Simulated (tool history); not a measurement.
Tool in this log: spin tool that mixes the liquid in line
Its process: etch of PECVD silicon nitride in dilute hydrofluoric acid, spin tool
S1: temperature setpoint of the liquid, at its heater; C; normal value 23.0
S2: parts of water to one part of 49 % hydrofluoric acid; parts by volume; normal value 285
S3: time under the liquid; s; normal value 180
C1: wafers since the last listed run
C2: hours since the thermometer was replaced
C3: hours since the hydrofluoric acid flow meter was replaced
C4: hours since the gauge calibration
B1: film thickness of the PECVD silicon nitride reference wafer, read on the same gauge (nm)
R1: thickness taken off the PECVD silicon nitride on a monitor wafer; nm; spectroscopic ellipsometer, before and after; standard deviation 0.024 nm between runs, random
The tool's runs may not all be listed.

{"run": 1, "hour": 0.0, "S1": 23.0, "S2": 215, "S3": 155, "C1": 0, "C2": 544.3, "C3": 1828.1, "C4": 256.1, "B1": 139.983, "R1": 1.488}
{"hour": 11.5, "done": "hydrofluoric acid flow meter replaced"}
{"run": 2, "hour": 230.2, "S1": 23.0, "S2": 215, "S3": 155, "C1": 1770, "C2": 774.5, "C3": 218.7, "C4": 486.3, "B1": 139.989, "R1": 1.425}
{"run": 3, "hour": 336.5, "S1": 23.0, "S2": 285, "S3": 180, "C1": 821, "C2": 880.8, "C3": 325.0, "C4": 592.6, "B1": 139.988, "R1": 1.24}
{"run": 4, "hour": 403.2, "S1": 25.0, "S2": 285, "S3": 180, "C1": 515, "C2": 947.5, "C3": 391.7, "C4": 659.3, "B1": 140.005, "R1": 1.466}
{"run": 5, "hour": 496.3, "S1": 25.0, "S2": 285, "S3": 180, "C1": 719, "C2": 1040.6, "C3": 484.8, "C4": 752.4, "B1": 140.005, "R1": 1.526}
{"hour": 510.0, "done": "thermometer replaced"}
{"run": 6, "hour": 552.3, "S1": 23.0, "S2": 285, "S3": 180, "C1": 424, "C2": 42.3, "C3": 540.8, "C4": 808.4, "B1": 139.998, "R1": 1.14}
{"run": 7, "hour": 593.0, "S1": 23.0, "S2": 285, "S3": 180, "C1": 314, "C2": 83.0, "C3": 581.5, "C4": 849.1, "B1": 139.995, "R1": 1.091}
{"run": 8, "hour": 672.1, "S1": 23.0, "S2": 285, "S3": 180, "C1": 611, "C2": 162.1, "C3": 660.6, "C4": 928.2, "B1": 139.988, "R1": 1.197}
{"run": 9, "hour": 754.5, "S1": 21.5, "S2": 350, "S3": 180, "C1": 636, "C2": 244.5, "C3": 743.0, "C4": 1010.6, "B1": 139.996, "R1": 0.899}
{"run": 10, "hour": 796.9, "S1": 21.5, "S2": 350, "S3": 180, "C1": 327, "C2": 286.9, "C3": 785.4, "C4": 1053.0, "B1": 140.001, "R1": 0.891}
{"run": 11, "hour": 839.6, "S1": 23.0, "S2": 320, "S3": 180, "C1": 329, "C2": 329.6, "C3": 828.1, "C4": 1095.7, "B1": 140.007, "R1": 1.089}
{"run": 12, "hour": 884.8, "S1": 23.0, "S2": 320, "S3": 180, "C1": 349, "C2": 374.8, "C3": 873.3, "C4": 1140.9, "B1": 140.006, "R1": 1.098}
{"run": 13, "hour": 971.1, "S1": 23.0, "S2": 320, "S3": 180, "C1": 666, "C2": 461.1, "C3": 959.6, "C4": 1227.2, "B1": 139.994, "R1": 1.134}
{"run": 14, "hour": 1204.1, "S1": 23.0, "S2": 285, "S3": 180, "C1": 1800, "C2": 694.1, "C3": 1192.6, "C4": 1460.2, "B1": 139.981, "R1": 1.306}
{"run": 15, "hour": 1294.0, "S1": 21.0, "S2": 340, "S3": 255, "C1": 694, "C2": 784.0, "C3": 1282.5, "C4": 1550.1, "B1": 140.025, "R1": 1.437}
{"run": 16, "hour": 1396.6, "S1": 21.5, "S2": 410, "S3": 180, "C1": 792, "C2": 886.6, "C3": 1385.1, "C4": 1652.7, "B1": 139.988, "R1": 0.878}
{"hour": 1465.6, "done": "thermometer replaced"}
{"run": 17, "hour": 1478.5, "S1": 26.0, "S2": 345, "S3": 180, "C1": 624, "C2": 12.9, "C3": 1467.0, "C4": 1734.6, "B1": 139.99, "R1": 1.221}
{"run": 18, "hour": 1537.3, "S1": 23.0, "S2": 285, "S3": 180, "C1": 454, "C2": 71.7, "C3": 1525.8, "C4": 1793.4, "B1": 140.013, "R1": 1.251}
{"hour": 1576.8, "done": "gauge calibrated"}
{"run": 19, "hour": 1606.1, "S1": 20.0, "S2": 355, "S3": 275, "C1": 531, "C2": 140.5, "C3": 1594.6, "C4": 29.3, "B1": 139.997, "R1": 1.26}
{"run": 20, "hour": 1705.9, "S1": 23.0, "S2": 420, "S3": 105, "C1": 770, "C2": 240.3, "C3": 1694.4, "C4": 129.1, "B1": 140.007, "R1": 0.53}
{"run": 21, "hour": 1746.9, "S1": 25.0, "S2": 360, "S3": 145, "C1": 316, "C2": 281.3, "C3": 1735.4, "C4": 170.1, "B1": 140.0, "R1": 0.928}
{"run": 22, "hour": 1835.7, "S1": 18.5, "S2": 385, "S3": 225, "C1": 686, "C2": 370.1, "C3": 1824.2, "C4": 258.9, "B1": 140.008, "R1": 0.96}
{"run": 23, "hour": 1912.4, "S1": 23.0, "S2": 285, "S3": 180, "C1": 592, "C2": 446.8, "C3": 1900.9, "C4": 335.6, "B1": 140.004, "R1": 1.371}
{"run": 24, "hour": 1977.5, "S1": 23.0, "S2": 285, "S3": 180, "C1": 502, "C2": 511.9, "C3": 1966.0, "C4": 400.7, "B1": 139.997, "R1": 1.339}
{"hour": 2018.9, "done": "hydrofluoric acid flow meter replaced"}
{"run": 25, "hour": 2043.5, "S1": 23.0, "S2": 285, "S3": 140, "C1": 502, "C2": 577.9, "C3": 24.6, "C4": 466.7, "B1": 140.004, "R1": 0.931}
{"run": 26, "hour": 2141.8, "S1": 21.0, "S2": 205, "S3": 270, "C1": 759, "C2": 676.2, "C3": 122.9, "C4": 565.0, "B1": 139.997, "R1": 2.261}
{"run": 27, "hour": 2418.2, "S1": 26.5, "S2": 155, "S3": 135, "C1": 2135, "C2": 952.6, "C3": 399.3, "C4": 841.4, "B1": 139.993, "R1": 2.202}
{"run": 28, "hour": 2464.4, "S1": 23.0, "S2": 345, "S3": 120, "C1": 356, "C2": 998.8, "C3": 445.5, "C4": 887.6, "B1": 139.994, "R1": 0.719}
{"hour": 2501.8, "done": "thermometer replaced"}
{"run": 29, "hour": 2540.3, "S1": 23.0, "S2": 285, "S3": 180, "C1": 578, "C2": 38.5, "C3": 521.4, "C4": 963.5, "B1": 139.981, "R1": 1.12}

Branching from run 29: 4 alternative next runs. What would each branch give?
{"run": "A", "hour": 2540.8, "S1": 18.5, "S2": 285, "S3": 180, "C1": 3, "C2": 39.0, "C3": 521.9, "C4": 964.0, "B1": "?", "R1": "?"}
{"run": "B", "hour": 2540.8, "S1": 21.5, "S2": 325, "S3": 115, "C1": 3, "C2": 39.0, "C3": 521.9, "C4": 964.0, "B1": "?", "R1": "?"}
{"run": "C", "hour": 2540.8, "S1": 20.5, "S2": 330, "S3": 100, "C1": 3, "C2": 39.0, "C3": 521.9, "C4": 964.0, "B1": "?", "R1": "?"}
{"run": "D", "hour": 2540.8, "S1": 23.0, "S2": 160, "S3": 260, "C1": 3, "C2": 39.0, "C3": 521.9, "C4": 964.0, "B1": "?", "R1": "?"}

run=A B1=139.990 R1=0.837
run=B B1=139.990 R1=0.570
run=C B1=139.990 R1=0.458
run=D B1=139.990 R1=2.842
Stripped of hidden state, with their random variation kept, the same runs would have yielded:
run=A R1=0.794
run=B R1=0.540
run=C R1=0.435
run=D R1=2.693
